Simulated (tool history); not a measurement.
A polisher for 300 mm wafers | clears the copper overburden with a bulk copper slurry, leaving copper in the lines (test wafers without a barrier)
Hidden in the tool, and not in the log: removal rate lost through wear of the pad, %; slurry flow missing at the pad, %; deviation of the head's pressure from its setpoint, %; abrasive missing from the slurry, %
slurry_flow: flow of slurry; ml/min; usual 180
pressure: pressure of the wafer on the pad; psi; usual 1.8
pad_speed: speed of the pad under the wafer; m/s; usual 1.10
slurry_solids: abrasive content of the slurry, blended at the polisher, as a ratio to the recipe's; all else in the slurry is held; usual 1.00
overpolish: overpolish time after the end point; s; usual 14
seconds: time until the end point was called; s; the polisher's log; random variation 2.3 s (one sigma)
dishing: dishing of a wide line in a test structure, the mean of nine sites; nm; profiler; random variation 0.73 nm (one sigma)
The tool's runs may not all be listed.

run    hour  slurry_flow  pressure  pad_speed  slurry_solids  overpolish  wafers since the last listed run  wafers polished on this pad  hours since the slurry nozzle was cleaned  hours since the head pressure was calibrated  hours since the slurry blender was calibrated  incoming thickness of the incoming film, nm  seconds  dishing
  1     0.0          180       1.8       1.10           1.00          14                                 0                          745                                       21.9                                         333.9                                          298.3                                        731.8    153.8     39.6
  2    34.6          180       1.8       1.10           1.00          14                               283                         1029                                       56.5                                         368.5                                          332.9                                        735.5    156.7     40.2
  3    75.5          180       1.8       1.10           1.00          14                               335                         1364                                       97.4                                         409.4                                          373.8                                        725.6    154.1     40.2
       83.9  -- slurry blender recalibrated
  4   143.9          180       1.8       1.10           1.10          10                               544                         1908                                      165.8                                         477.8                                           60.0                                        717.0    134.9     34.9
  5   170.4          180       1.8       1.10           1.10          10                               217                         2125                                      192.3                                         504.3                                           86.5                                        735.7    136.5     33.3
      202.7  -- worn pad replaced by a new one
  6   226.1          180       1.8       1.10           1.10          10                               423                          191                                      248.0                                         560.0                                          142.2                                        727.9    147.7     34.2
  7   251.6          180       1.8       1.10           1.00          14                               208                          400                                      273.5                                         585.5                                          167.7                                        735.4    143.9     41.8
  8   304.6          180       1.8       1.10           1.00          14                               434                          834                                      326.5                                         638.5                                          220.7                                        732.6    145.7     41.5
  9   397.8          180       1.8       1.10           1.00          14                               763                         1598                                      419.7                                         731.7                                          313.9                                        723.3    150.7     39.5
      477.8  -- worn pad replaced by a new one, of another model than before
      558.8  -- slurry blender recalibrated
 10   611.9          180       1.8       1.10           1.00          14                              1705                         1082                                      633.8                                         945.8                                           53.1                                        739.7    145.8     42.3
 11   646.2          180       1.8       1.10           1.15          14                               281                         1363                                      668.1                                         980.1                                           87.4                                        729.9    139.4     42.8
 12   681.7          180       1.8       1.10           1.00          14                               290                         1654                                      703.6                                        1015.6                                          122.9                                        725.7    145.2     41.6
      725.0  -- worn pad replaced by a new one
 13   725.5          155       2.2       1.10           1.00          14                               326                            4                                      747.4                                        1059.4                                          166.7                                        729.7    137.2     44.0
      742.3  -- slurry nozzle cleaned
 14   748.8          180       1.8       1.10           1.00          14                               182                          187                                        6.5                                        1082.7                                          190.0                                        730.8    151.0     42.1
      880.6  -- head pressure recalibrated
 15   932.4          180       1.6       1.10           1.25          14                              1488                         1675                                      190.1                                          51.8                                          373.6                                        725.6    151.8     40.2
 16   964.6          180       1.8       1.10           1.00          14                               263                         1939                                      222.3                                          84.0                                          405.8                                        723.8    156.7     39.6
      972.4  -- slurry blender recalibrated
     1000.5  -- worn pad replaced by a new one
 17  1006.5          180       2.3       1.10           1.00          14                               294                           48                                      264.2                                         125.9                                           34.1                                        724.1    122.0     47.7
 18  1069.5          180       2.3       1.38           0.85          12                               516                          565                                      327.2                                         188.9                                           97.1                                        719.8    113.6     45.0
 19  1110.8          220       1.8       1.10           1.00          20                               338                          903                                      368.5                                         230.2                                          138.4                                        729.1    135.0     53.7
 20  1151.4          140       1.8       1.10           1.00          14                               332                         1236                                      409.1                                         270.8                                          179.0                                        745.7    155.5     40.5
 21  1196.4          180       1.8       0.78           1.10          14                               368                         1605                                      454.1                                         315.8                                          224.0                                        722.4    170.5     37.2
     1234.8  -- worn pad replaced by a new one
 22  1260.8          180       1.4       1.10           1.00          14                               494                          212                                      518.5                                         380.2                                          288.4                                        733.9    171.3     37.2
 23  1293.6          240       1.8       1.10           1.20          14                               268                          481                                      551.3                                         413.0                                          321.2                                        714.2    129.7     44.2

How the hidden state differs across the entries between the runs, from the last listed run before each to the first after it:
Between runs 3 and 4: slurry blender recalibrated (hour 83.9)
  abrasive missing from the slurry, %: 40.7 -> 16
  measured less the result without the state, seconds: +20.4 -> +6.1 s; dishing: -4.0 -> -1.2 nm
Between runs 5 and 6: worn pad replaced by a new one (hour 202.7)
  abrasive missing from the slurry, %: 20 -> 26.5
  measured less the result without the state, seconds: +7.9 -> +11.8 s; dishing: -1.5 -> -2.1 nm
Between runs 9 and 10: worn pad replaced by a new one, of another model than before (hour 477.8); slurry blender recalibrated (hour 558.8)
  abrasive missing from the slurry, %: 36.1 -> 18
  measured less the result without the state, seconds: +17.2 -> +7.5 s; dishing: -3.3 -> -1.5 nm
Between runs 12 and 13: worn pad replaced by a new one (hour 725.0)
  abrasive missing from the slurry, %: 27.8 -> 31.9
  measured less the result without the state, seconds: +12.1 -> +13.4 s; dishing: -2.4 -> -3.0 nm
Between runs 13 and 14: slurry nozzle cleaned (hour 742.3)
  abrasive missing from the slurry, %: 31.9 -> 33.6
  measured less the result without the state, seconds: +13.4 -> +15.8 s; dishing: -3.0 -> -3.2 nm
Between runs 14 and 15: head pressure recalibrated (hour 880.6)
  abrasive missing from the slurry, %: 33.6 -> 40.8
  measured less the result without the state, seconds: +15.8 -> +20.7 s; dishing: -3.2 -> -4.1 nm
Between runs 16 and 17: slurry blender recalibrated (hour 972.4); worn pad replaced by a new one (hour 1000.5)
  abrasive missing from the slurry, %: 41.3 -> 8.76
  measured less the result without the state, seconds: +21.2 -> +2.9 s; dishing: -4.0 -> -0.7 nm
Between runs 21 and 22: worn pad replaced by a new one (hour 1234.8)
  abrasive missing from the slurry, %: 30 -> 32.8
  measured less the result without the state, seconds: +15.7 -> +17.3 s; dishing: -2.5 -> -2.8 nm
